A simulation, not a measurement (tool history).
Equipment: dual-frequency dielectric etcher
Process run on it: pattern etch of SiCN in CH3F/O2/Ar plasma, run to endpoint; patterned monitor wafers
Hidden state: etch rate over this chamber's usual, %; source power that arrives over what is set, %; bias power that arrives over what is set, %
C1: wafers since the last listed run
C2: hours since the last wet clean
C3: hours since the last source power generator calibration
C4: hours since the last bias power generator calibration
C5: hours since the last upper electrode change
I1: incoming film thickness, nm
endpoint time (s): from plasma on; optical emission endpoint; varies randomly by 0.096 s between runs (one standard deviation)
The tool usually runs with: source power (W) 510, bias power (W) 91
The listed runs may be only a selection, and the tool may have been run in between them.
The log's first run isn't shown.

run 2 hour=14.0 | source_power_(W)=440 bias_power_(W)=91 | C1=163 C2=179.6 C3=2159.4 C4=2441.7 C5=6139.9 | I1=6.37 | endpoint_time_(s)=14.7
run 3 hour=29.6 | source_power_(W)=510 bias_power_(W)=91 | C1=182 C2=195.2 C3=2175.0 C4=2457.3 C5=6155.5 | I1=6.53 | endpoint_time_(s)=14.3
run 4 hour=36.8 | source_power_(W)=510 bias_power_(W)=96 | C1=84 C2=202.4 C3=2182.2 C4=2464.5 C5=6162.7 | I1=6.42 | endpoint_time_(s)=13.8
run 5 hour=48.7 | source_power_(W)=580 bias_power_(W)=91 | C1=139 C2=214.3 C3=2194.1 C4=2476.4 C5=6174.6 | I1=6.39 | endpoint_time_(s)=13.5
run 6 hour=61.6 | source_power_(W)=580 bias_power_(W)=91 | C1=150 C2=227.2 C3=2207.0 C4=2489.3 C5=6187.5 | I1=6.39 | endpoint_time_(s)=13.6
run 7 hour=72.4 | source_power_(W)=510 bias_power_(W)=91 | C1=126 C2=238.0 C3=2217.8 C4=2500.1 C5=6198.3 | I1=6.36 | endpoint_time_(s)=14.2
run 8 hour=90.0 | source_power_(W)=510 bias_power_(W)=91 | C1=205 C2=255.6 C3=2235.4 C4=2517.7 C5=6215.9 | I1=6.35 | endpoint_time_(s)=14.3
run 9 hour=97.5 | source_power_(W)=510 bias_power_(W)=91 | C1=87 C2=263.1 C3=2242.9 C4=2525.2 C5=6223.4 | I1=6.40 | endpoint_time_(s)=14.2
run 10 hour=104.0 | source_power_(W)=510 bias_power_(W)=91 | C1=76 C2=269.6 C3=2249.4 C4=2531.7 C5=6229.9 | I1=6.46 | endpoint_time_(s)=14.5
run 11 hour=111.7 | source_power_(W)=510 bias_power_(W)=91 | C1=90 C2=277.3 C3=2257.1 C4=2539.4 C5=6237.6 | I1=6.41 | endpoint_time_(s)=14.3
-- hour=125.0 source power generator calibrated
run 12 hour=125.5 | source_power_(W)=510 bias_power_(W)=99 | C1=114 C2=291.1 C3=0.5 C4=2553.2 C5=6251.4 | I1=6.45 | endpoint_time_(s)=13.9
run 13 hour=135.1 | source_power_(W)=510 bias_power_(W)=91 | C1=112 C2=300.7 C3=10.1 C4=2562.8 C5=6261.0 | I1=6.47 | endpoint_time_(s)=14.4
run 14 hour=149.2 | source_power_(W)=510 bias_power_(W)=91 | C1=164 C2=314.8 C3=24.2 C4=2576.9 C5=6275.1 | I1=6.34 | endpoint_time_(s)=14.2
run 15 hour=164.8 | source_power_(W)=510 bias_power_(W)=105 | C1=182 C2=330.4 C3=39.8 C4=2592.5 C5=6290.7 | I1=6.44 | endpoint_time_(s)=13.7
-- hour=196.1 wet clean of the chamber
run 16 hour=196.6 | source_power_(W)=550 bias_power_(W)=91 | C1=91 C2=0.5 C3=71.6 C4=2624.3 C5=6322.5 | I1=6.42 | endpoint_time_(s)=13.3
run 17 hour=196.9 | source_power_(W)=590 bias_power_(W)=74 | C1=3 C2=0.8 C3=71.9 C4=2624.6 C5=6322.8 | I1=6.41 | endpoint_time_(s)=13.9
run 18 hour=240.8 | source_power_(W)=440 bias_power_(W)=80 | C1=513 C2=44.7 C3=115.8 C4=2668.5 C5=6366.7 | I1=6.37 | endpoint_time_(s)=15.0
run 19 hour=252.0 | source_power_(W)=510 bias_power_(W)=91 | C1=130 C2=55.9 C3=127.0 C4=2679.7 C5=6377.9 | I1=6.47 | endpoint_time_(s)=14.0
run 20 hour=303.4 | source_power_(W)=460 bias_power_(W)=107 | C1=601 C2=107.3 C3=178.4 C4=2731.1 C5=6429.3 | I1=6.35 | endpoint_time_(s)=13.4
run 21 hour=317.7 | source_power_(W)=390 bias_power_(W)=104 | C1=167 C2=121.6 C3=192.7 C4=2745.4 C5=6443.6 | I1=6.37 | endpoint_time_(s)=14.6

Run 22 is up next; what results do you expect?
-- hour=350.3 upper electrode replaced, of another model than before
run 22 hour=350.8 | source_power_(W)=510 bias_power_(W)=91 | C1=106 C2=154.7 C3=225.8 C4=2778.5 C5=0.5 | I1=6.36 | endpoint_time_(s)=?

endpoint time (s): 14.0
Had the tool carried no hidden state, the very same run would have given endpoint time (s) 13.6.

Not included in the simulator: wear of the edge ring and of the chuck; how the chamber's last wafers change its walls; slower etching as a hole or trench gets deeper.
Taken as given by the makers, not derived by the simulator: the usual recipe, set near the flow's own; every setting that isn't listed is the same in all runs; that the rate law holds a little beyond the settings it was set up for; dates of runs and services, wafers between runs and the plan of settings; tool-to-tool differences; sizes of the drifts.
